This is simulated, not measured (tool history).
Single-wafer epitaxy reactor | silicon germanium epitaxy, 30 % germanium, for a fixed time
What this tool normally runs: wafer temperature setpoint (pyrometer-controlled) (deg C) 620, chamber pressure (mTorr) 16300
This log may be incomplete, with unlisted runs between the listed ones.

run    hour  wafer temperature setpoint (pyrometer-controlled) (deg C)  chamber pressure (mTorr)  wafers since the last listed run  hours since the last pyrometer calibration  hours since the last manometer calibration  hours since the showerhead was replaced  hours since the gauge calibration  read-back reference wafer on the same gauge, thickness_nm  mean film thickness on the monitor wafer (Å)
  1       0                                                        620                     16300                                 0                                       113.8                                      1142.5                                   3889.3                             1054.2                                                     68.036                                        828.94
  2    25.6                                                        620                     16300                               607                                       139.4                                      1168.1                                   3914.9                             1079.8                                                     67.994                                         825.7
  3    82.5                                                        620                     16300                              1351                                       196.3                                        1225                                   3971.8                             1136.7                                                     68.003                                        821.64
  4   138.2                                                        620                     16300                              1322                                         252                                      1280.7                                   4027.5                             1192.4                                                     68.027                                         826.3
  5   204.9                                                        620                     16300                              1583                                       318.7                                      1347.4                                   4094.2                             1259.1                                                     67.982                                        829.25
  6   276.5                                                        620                     16300                              1700                                       390.3                                        1419                                   4165.8                             1330.7                                                     68.023                                        827.98
  7   328.1                                                        612                     13100                              1225                                       441.9                                      1470.6                                   4217.4                             1382.3                                                     68.028                                        661.06
  8   357.3                                                        612                     13100                               693                                       471.1                                      1499.8                                   4246.6                             1411.5                                                     68.077                                        664.06
  9   383.1                                                        626                     13700                               612                                       496.9                                      1525.6                                   4272.4                             1437.3                                                      67.98                                         837.9
 10   453.8                                                        626                     13700                              1678                                       567.6                                      1596.3                                   4343.1                               1508                                                     68.048                                        840.37
 11   493.7                                                        616                     16300                               947                                       607.5                                      1636.2                                     4383                             1547.9                                                     67.969                                        790.02
      541.9  -- capacitance manometer re-zeroed and calibrated
 12     564                                                        616                     16300                              1479                                       677.8                                        22.1                                   4453.3                             1618.2                                                     67.981                                         787.5
 13     602                                                        620                     16300                               902                                       715.8                                        60.1                                   4491.3                             1656.2                                                     68.011                                        831.72
 14   668.5                                                        609                     12300                              1579                                       782.3                                       126.6                                   4557.8                             1722.7                                                     68.033                                        623.67
        712  -- gauge calibrated
 15   733.4                                                        612                     19400                              1541                                       847.2                                       191.5                                   4622.7                               21.4                                                     67.957                                        805.23
 16     782                                                        635                     15200                              1154                                       895.8                                       240.1                                   4671.3                                 70                                                     68.014                                       1026.21
 17   850.3                                                        608                     13500                              1621                                       964.1                                       308.4                                   4739.6                              138.3                                                     68.019                                        644.35
 18   891.1                                                        620                     18600                               968                                      1004.9                                       349.2                                   4780.4                              179.1                                                      68.07                                        898.57
 19     943                                                        607                     14200                              1232                                      1056.8                                       401.1                                   4832.3                                231                                                     68.005                                         658.1
      965.7  -- pyrometer calibrated
     1002.6  -- showerhead replaced
 20  1041.7                                                        620                     16300                              1963                                          76                                       499.8                                     39.1                              329.7                                                     68.063                                        819.98
 21    1110                                                        613                     14400                              1621                                       144.3                                       568.1                                    107.4                                398                                                      67.97                                        692.54
 22  1140.8                                                        620                     19900                               731                                       175.1                                       598.9                                    138.2                              428.8                                                     67.998                                        898.07
 23  1190.5                                                        624                     19900                              1180                                       224.8                                       648.6                                    187.9                              478.5                                                     68.002                                        954.43
 24  1253.3                                                        629                     14000                              1491                                       287.6                                       711.4                                    250.7                              541.3                                                     68.076                                        877.37
 25  1292.8                                                        613                     20100                               938                                       327.1                                       750.9                                    290.2                              580.8                                                     68.015                                        810.93
 26  1351.7                                                        633                     14200                              1398                                         386                                       809.8                                    349.1                              639.7                                                     67.966                                        949.12
 27  1389.4                                                        620                     16300                               895                                       423.7                                       847.5                                    386.8                              677.4                                                     67.958                                        826.54

Each row is a separate what-if for the run after 27, all from the same tool condition, not one after another. Results?
  A  1389.8                                                        620                     16300                                 9                                       424.1                                       847.9                                    387.2                              677.8                                                          ?                                             ?
  B  1389.8                                                        605                     18700                                 9                                       424.1                                       847.9                                    387.2                              677.8                                                          ?                                             ?
  C  1389.8                                                        608                     20200                                 9                                       424.1                                       847.9                                    387.2                              677.8                                                          ?                                             ?

run  read-back reference wafer on the same gauge, thickness_nm  mean film thickness on the monitor wafer (Å)
  A                                                     67.959                                        818.41
  B                                                     67.959                                        689.46
  C                                                     67.959                                         748.2
With no hidden state in the tool, these same runs would have given:
run  mean film thickness on the monitor wafer (Å)
  A                                        812.25
  B                                        684.11
  C                                        742.44
